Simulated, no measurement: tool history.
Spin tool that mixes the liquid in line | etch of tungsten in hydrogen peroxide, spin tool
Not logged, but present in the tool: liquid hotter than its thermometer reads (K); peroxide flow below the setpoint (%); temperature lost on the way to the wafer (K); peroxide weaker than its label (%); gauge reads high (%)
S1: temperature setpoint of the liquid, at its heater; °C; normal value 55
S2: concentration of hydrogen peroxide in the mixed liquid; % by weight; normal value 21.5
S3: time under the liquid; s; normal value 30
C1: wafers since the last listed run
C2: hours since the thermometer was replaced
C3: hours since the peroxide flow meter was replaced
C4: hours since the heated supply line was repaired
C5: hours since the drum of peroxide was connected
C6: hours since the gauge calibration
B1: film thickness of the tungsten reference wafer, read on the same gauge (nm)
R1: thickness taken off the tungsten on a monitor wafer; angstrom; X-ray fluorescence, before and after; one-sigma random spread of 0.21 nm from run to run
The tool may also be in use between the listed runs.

run     day    S1    S2  S3   C1      C2      C3      C4      C5     C6      B1      R1
  1       0    55    23  30    0  2142.4  1184.7  1650.9  1469.3   75.5  100.01   600.7
  2   0.629    55    23  30  200  2157.5  1199.8    1666  1484.4   90.6  100.02   593.2
  3   0.925    55    23  30   94  2164.6  1206.9  1673.1  1491.5   97.7  100.01   595.2
  4    1.65    55  18.5  30  230    2182  1224.3  1690.5  1508.9  115.1   99.99   531.7
  5   2.204    55  21.5  30  176  2195.3  1237.6  1703.8  1522.2  128.4  100.01   574.1
  6   2.929    55  21.5  30  230  2212.7    1255  1721.2  1539.6  145.8  100.02   570.3
      3.196  -- new drum of peroxide connected
      3.517  -- heated supply line repaired
      3.633  -- peroxide flow meter replaced
  7   3.654    55  21.5  30  190  2230.1     0.5     3.3      11  163.2  100.01   745.1
  8   4.012    55  21.5  30  113  2238.7     9.1    11.9    19.6  171.8  100.01   745.2
  9   4.604    55  21.5  30  188  2252.9    23.3    26.1    33.8    186   99.99   741.8
 10   5.038    55  21.5  30  137  2263.3    33.7    36.5    44.2  196.4   99.97     742
 11   5.596    55  27.5  30  177  2276.7    47.1    49.9    57.6  209.8     100   840.6
      5.767  -- gauge calibrated
 12   5.975  45.5  21.5  45  120  2285.8    56.2      59    66.7      5  100.03   620.9
 13   6.308    55  21.5  30  105  2293.8    64.2      67    74.7     13  100.02   736.1
 14   6.567    55  21.5  30   82    2300    70.4    73.2    80.9   19.2  100.02     736
 15   7.162  58.5    24  35  189  2314.3    84.7    87.5    95.2   33.5  100.01  1116.2
      7.733  -- thermometer replaced
 16   7.904  64.5  21.5  20  222     4.1   102.5   105.3     113   51.3   99.98   845.1
 17   8.538    61  21.5  25  201    19.3   117.7   120.5   128.2   66.5  100.02   864.3
 18   8.971  49.5  21.5  35  137    29.7   128.1   130.9   138.6   76.9  100.01     612
 19   9.538    45    26  30  180    43.3   141.7   144.5   152.2   90.5  100.01   432.3
 20   9.938  47.5  21.5  35  127    52.9   151.3   154.1   161.8  100.1  100.01   539.1
 21  10.217    46  21.5  30   88    59.6     158   160.8   168.5  106.8  100.01   418.4

Each row is a separate what-if for the run after 21, all from the same tool condition, not one after another. Results?
  A  10.233    55  21.5  30   5  60  158.4  161.2  168.9  107.2   ?   ?
  B  10.233  62.5    27  40   5  60  158.4  161.2  168.9  107.2   ?   ?
  C  10.233  62.5  21.5  15   5  60  158.4  161.2  168.9  107.2   ?   ?
  D  10.233  58.5  26.5  40   5  60  158.4  161.2  168.9  107.2   ?   ?

run      B1      R1
  A  100.03   726.1
  B  100.03  1678.1
  C  100.03   561.6
  D  100.03  1320.7
Without the tool's hidden state the same runs would have given:
run      R1
  A   765.5
  B  1766.5
  C   591.1
  D  1391.4

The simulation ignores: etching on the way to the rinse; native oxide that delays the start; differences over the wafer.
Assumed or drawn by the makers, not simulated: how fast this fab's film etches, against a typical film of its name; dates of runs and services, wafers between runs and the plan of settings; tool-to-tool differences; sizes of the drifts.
